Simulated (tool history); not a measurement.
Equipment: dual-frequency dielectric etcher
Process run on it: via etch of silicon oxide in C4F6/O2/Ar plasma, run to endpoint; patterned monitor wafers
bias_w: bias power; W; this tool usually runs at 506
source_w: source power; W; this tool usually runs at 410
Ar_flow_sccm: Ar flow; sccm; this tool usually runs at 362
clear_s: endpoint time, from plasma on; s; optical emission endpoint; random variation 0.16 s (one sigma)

| run | hour | bias_w | source_w | Ar_flow_sccm | wafers since the last listed run | hours since the last wet clean | hours since the last bias power generator calibration | hours since the last source power generator calibration | hours since the last Ar flow controller change | hours since the last upper electrode change | incoming incoming film thickness, nm | clear_s |
|---|---|---|---|---|---|---|---|---|---|---|---|---|
| 1 | 0.0 | 506 | 410 | 362 | 0 | 227.7 | 1678.9 | 2788.7 | 3652.3 | 3702.6 | 111.1 | 21.8 |
| 2 | 7.2 | 418 | 410 | 362 | 69 | 234.9 | 1686.1 | 2795.9 | 3659.5 | 3709.8 | 111.7 | 23.5 |
| 3 | 23.8 | 506 | 410 | 362 | 160 | 251.5 | 1702.7 | 2812.5 | 3676.1 | 3726.4 | 112.1 | 21.9 |
| 4 | 31.1 | 506 | 410 | 336 | 70 | 258.8 | 1710.0 | 2819.8 | 3683.4 | 3733.7 | 112.3 | 21.9 |
| 5 | 63.0 | 506 | 410 | 362 | 307 | 290.7 | 1741.9 | 2851.7 | 3715.3 | 3765.6 | 111.6 | 21.6 |
| 6 | 73.1 | 506 | 410 | 362 | 97 | 300.8 | 1752.0 | 2861.8 | 3725.4 | 3775.7 | 112.0 | 21.7 |
| 7 | 87.0 | 506 | 410 | 362 | 133 | 314.7 | 1765.9 | 2875.7 | 3739.3 | 3789.6 | 110.8 | 21.6 |
| 8 | 118.2 | 506 | 410 | 362 | 300 | 345.9 | 1797.1 | 2906.9 | 3770.5 | 3820.8 | 112.0 | 21.7 |
| 9 | 129.3 | 506 | 410 | 362 | 106 | 357.0 | 1808.2 | 2918.0 | 3781.6 | 3831.9 | 110.8 | 21.5 |
| 10 | 141.0 | 506 | 410 | 362 | 112 | 368.7 | 1819.9 | 2929.7 | 3793.3 | 3843.6 | 112.5 | 21.6 |
| 11 | 155.5 | 506 | 410 | 362 | 139 | 383.2 | 1834.4 | 2944.2 | 3807.8 | 3858.1 | 111.5 | 21.3 |
| 12 | 163.0 | 506 | 410 | 362 | 72 | 390.7 | 1841.9 | 2951.7 | 3815.3 | 3865.6 | 111.1 | 21.3 |
| 13 | 175.4 | 599 | 410 | 362 | 119 | 403.1 | 1854.3 | 2964.1 | 3827.7 | 3878.0 | 111.5 | 20.1 |
| 14 | 191.6 | 599 | 410 | 362 | 156 | 419.3 | 1870.5 | 2980.3 | 3843.9 | 3894.2 | 111.5 | 19.9 |
| 15 | 201.6 | 506 | 410 | 362 | 96 | 429.3 | 1880.5 | 2990.3 | 3853.9 | 3904.2 | 110.0 | 21.0 |
|  | 211.8 | source power generator calibrated |
| 16 | 212.6 | 428 | 410 | 286 | 67 | 440.3 | 1891.5 | 0.8 | 3864.9 | 3915.2 | 112.6 | 22.9 |
| 17 | 224.9 | 589 | 410 | 362 | 118 | 452.6 | 1903.8 | 13.1 | 3877.2 | 3927.5 | 111.9 | 20.2 |
|  | 229.5 | bias power generator calibrated |
|  | 249.0 | wet clean of the chamber |
|  | 252.5 | Ar flow controller replaced |
|  | 260.9 | upper electrode replaced |
| 18 | 261.4 | 567 | 330 | 362 | 10 | 12.4 | 31.9 | 49.6 | 8.9 | 0.5 | 111.1 | 21.0 |
| 19 | 261.7 | 506 | 480 | 448 | 2 | 12.7 | 32.2 | 49.9 | 9.2 | 0.8 | 111.7 | 19.9 |
| 20 | 267.7 | 506 | 410 | 362 | 57 | 18.7 | 38.2 | 55.9 | 15.2 | 6.8 | 110.4 | 20.4 |
| 21 | 281.8 | 572 | 480 | 421 | 135 | 32.8 | 52.3 | 70.0 | 29.3 | 20.9 | 110.9 | 18.7 |
| 22 | 291.4 | 381 | 500 | 362 | 92 | 42.4 | 61.9 | 79.6 | 38.9 | 30.5 | 111.7 | 21.7 |
|  | 315.6 | wet clean of the chamber, repeated, since the last time left the tool worse |
| 23 | 316.1 | 593 | 410 | 362 | 6 | 0.5 | 86.6 | 104.3 | 63.6 | 55.2 | 111.1 | 20.5 |
| 24 | 316.4 | 452 | 410 | 362 | 2 | 0.8 | 86.9 | 104.6 | 63.9 | 55.5 | 110.0 | 22.8 |
| 25 | 326.7 | 403 | 470 | 431 | 99 | 11.1 | 97.2 | 114.9 | 74.2 | 65.8 | 110.4 | 23.1 |
| 26 | 335.4 | 506 | 410 | 362 | 83 | 19.8 | 105.9 | 123.6 | 82.9 | 74.5 | 111.5 | 21.9 |
| 27 | 348.4 | 445 | 310 | 430 | 125 | 32.8 | 118.9 | 136.6 | 95.9 | 87.5 | 111.3 | 25.4 |
| 28 | 360.9 | 506 | 450 | 304 | 120 | 45.3 | 131.4 | 149.1 | 108.4 | 100.0 | 111.5 | 21.3 |

3 options for the next run, each taken on its own from the tool as it stands now. Forecast them:
| A | 361.3 | 506 | 410 | 337 | 3 | 45.7 | 131.8 | 149.5 | 108.8 | 100.4 | 110.3 | ? |
| B | 361.3 | 506 | 410 | 451 | 3 | 45.7 | 131.8 | 149.5 | 108.8 | 100.4 | 110.3 | ? |
| C | 361.3 | 601 | 460 | 312 | 3 | 45.7 | 131.8 | 149.5 | 108.8 | 100.4 | 110.3 | ? |

| run | clear_s |
|---|---|
| A | 21.7 |
| B | 22.1 |
| C | 19.4 |
Without the tool's hidden state the same runs would have given:
| run | clear_s |
|---|---|
| A | 21.8 |
| B | 22.2 |
| C | 19.4 |

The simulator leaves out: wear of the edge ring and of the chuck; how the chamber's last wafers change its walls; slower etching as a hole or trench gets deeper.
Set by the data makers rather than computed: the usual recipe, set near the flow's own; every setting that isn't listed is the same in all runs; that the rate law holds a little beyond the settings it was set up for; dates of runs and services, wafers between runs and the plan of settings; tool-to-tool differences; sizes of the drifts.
